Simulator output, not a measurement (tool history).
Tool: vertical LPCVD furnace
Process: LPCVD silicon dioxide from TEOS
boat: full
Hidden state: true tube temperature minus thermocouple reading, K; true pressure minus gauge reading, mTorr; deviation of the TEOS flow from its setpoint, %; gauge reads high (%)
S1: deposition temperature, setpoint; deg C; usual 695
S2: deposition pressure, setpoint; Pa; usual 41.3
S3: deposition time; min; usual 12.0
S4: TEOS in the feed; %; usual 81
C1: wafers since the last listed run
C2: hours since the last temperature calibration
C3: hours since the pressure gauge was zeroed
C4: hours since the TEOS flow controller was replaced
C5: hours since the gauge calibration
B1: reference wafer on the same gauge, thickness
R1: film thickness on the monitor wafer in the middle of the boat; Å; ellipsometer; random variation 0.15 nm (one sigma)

run,day,S1,S2,S3,S4,C1,C2,C3,C4,C5,B1,R1
1,0.000,695,41.3,12.0,81,0,2987.4,2853.0,2235.6,143.4,67.50,868.9
2,0.675,695,41.3,12.0,81,207,3003.6,2869.2,2251.8,159.6,67.49,868.9
3,1.229,695,41.3,12.0,81,170,3016.9,2882.5,2265.1,172.9,67.49,870.6
4,1.625,695,41.3,12.0,71,121,3026.4,2892.0,2274.6,182.4,67.51,811.9
5,2.204,695,41.3,12.0,71,177,3040.3,2905.9,2288.5,196.3,67.50,814.5
6,2.667,695,49.3,12.0,81,142,3051.4,2917.0,2299.6,207.4,67.52,949.7
7,3.354,695,49.3,12.0,81,211,3067.9,2933.5,2316.1,223.9,67.52,952.5
8,3.983,695,49.3,12.0,81,193,3083.0,2948.6,2331.2,239.0,67.46,953.0
# day 5.012: pressure gauge zeroed
9,5.033,688,41.3,12.0,81,15,3108.2,0.5,2356.4,264.2,67.51,740.3
10,5.200,695,41.3,12.0,81,51,3112.2,4.5,2360.4,268.2,67.50,873.4
11,5.462,695,41.3,12.0,81,80,3118.5,10.8,2366.7,274.5,67.53,874.5
12,6.079,695,41.3,12.0,81,189,3133.3,25.6,2381.5,289.3,67.48,871.9
13,6.817,695,41.3,12.0,81,226,3151.0,43.3,2399.2,307.0,67.49,874.4
14,7.338,701,38.0,15.5,89,160,3163.5,55.8,2411.7,319.5,67.52,1302.4
15,7.825,695,32.7,16.5,81,149,3175.2,67.5,2423.4,331.2,67.50,1070.7
# day 8.792: gauge calibrated
# day 8.917: TEOS flow controller replaced
# day 9.550: thermocouples replaced and temperature profile calibrated
16,9.571,695,41.3,12.0,81,35,0.5,109.4,15.7,18.7,67.49,809.1
17,9.738,695,51.3,16.5,97,51,4.5,113.4,19.7,22.7,67.53,1354.8
18,9.904,686,41.3,10.0,76,51,8.5,117.4,23.7,26.7,67.51,527.4
19,10.071,695,41.3,8.5,81,51,12.5,121.4,27.7,30.7,67.47,571.5
20,10.238,701,41.3,15.5,67,51,16.5,125.4,31.7,34.7,67.51,1086.6
21,10.404,695,41.3,12.0,81,51,20.5,129.4,35.7,38.7,67.49,805.9
22,11.054,695,41.3,12.0,81,199,36.1,145.0,51.3,54.3,67.51,808.0
23,11.421,695,49.3,12.0,81,112,44.9,153.8,60.1,63.1,67.48,882.3
24,11.754,684,41.3,8.5,88,102,52.9,161.8,68.1,71.1,67.51,458.4
25,12.471,700,31.3,9.5,91,220,70.1,179.0,85.3,88.3,67.51,663.9
26,12.929,695,41.3,10.0,81,140,81.1,190.0,96.3,99.3,67.50,674.5
27,13.475,704,41.3,16.0,81,167,94.2,203.1,109.4,112.4,67.52,1330.4

Forecast each of these 4 alternatives for the next run:
A,13.646,695,41.3,12.0,81,52,98.3,207.2,113.5,116.5,?,?
B,13.646,706,50.0,12.0,89,52,98.3,207.2,113.5,116.5,?,?
C,13.646,684,36.0,12.0,85,52,98.3,207.2,113.5,116.5,?,?
D,13.646,684,33.3,8.0,71,52,98.3,207.2,113.5,116.5,?,?

run,B1,R1
A,67.49,807.9
B,67.49,1202.4
C,67.49,594.7
D,67.49,348.7
Without the tool's hidden state the same runs would have given:
run,R1
A,800.4
B,1191.6
C,589.1
D,345.4
